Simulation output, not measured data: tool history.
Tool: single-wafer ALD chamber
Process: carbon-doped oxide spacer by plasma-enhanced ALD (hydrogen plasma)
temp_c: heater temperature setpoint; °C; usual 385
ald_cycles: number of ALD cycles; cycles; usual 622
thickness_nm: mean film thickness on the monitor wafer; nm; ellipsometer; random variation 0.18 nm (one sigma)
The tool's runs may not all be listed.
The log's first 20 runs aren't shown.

| run | hour | temp_c | ald_cycles | read-back reference wafer on the same gauge, thickness_nm | thickness_nm |
|---|---|---|---|---|---|
| 21 | 247.2 | 385 | 622 | 35.772 | 32.699 |
| 22 | 261.1 | 385 | 622 | 35.810 | 32.287 |
| 23 | 275.9 | 394 | 527 | 35.816 | 27.699 |
| 24 | 282.7 | 396 | 681 | 35.850 | 35.366 |
| 25 | 298.3 | 385 | 622 | 35.788 | 32.574 |
| 26 | 305.1 | 379 | 575 | 35.782 | 30.032 |
| 27 | 317.8 | 392 | 622 | 35.818 | 32.754 |
|  | 346.9 | thermocouple changed; heater temperature recalibrated |
| 28 | 371.4 | 380 | 585 | 35.773 | 30.544 |
| 29 | 388.8 | 397 | 535 | 35.808 | 27.764 |
|  | 396.3 | gauge calibrated |
| 30 | 397.8 | 379 | 503 | 35.829 | 26.233 |
| 31 | 411.6 | 390 | 741 | 35.816 | 38.574 |
| 32 | 417.8 | 392 | 622 | 35.763 | 32.392 |
| 33 | 430.1 | 375 | 725 | 35.792 | 37.699 |
| 34 | 441.6 | 385 | 622 | 35.815 | 32.595 |
| 35 | 449.1 | 373 | 732 | 35.832 | 37.979 |
| 36 | 457.3 | 397 | 534 | 35.785 | 27.558 |
| 37 | 472.0 | 396 | 662 | 35.786 | 34.395 |
| 38 | 484.1 | 399 | 532 | 35.787 | 27.683 |
| 39 | 501.4 | 385 | 622 | 35.801 | 32.410 |
| 40 | 511.3 | 376 | 736 | 35.826 | 38.533 |
| 41 | 525.0 | 398 | 704 | 35.807 | 36.957 |
| 42 | 538.5 | 385 | 622 | 35.757 | 32.407 |
| 43 | 549.7 | 371 | 689 | 35.794 | 36.321 |

The next listed run, before its measurement:
| 44 | 566.4 | 380 | 702 | ? | ? |

read-back reference wafer on the same gauge, thickness_nm: 35.784
thickness_nm: 36.593 nm
Without the tool's hidden state the same run would have given thickness_nm 36.593 nm.
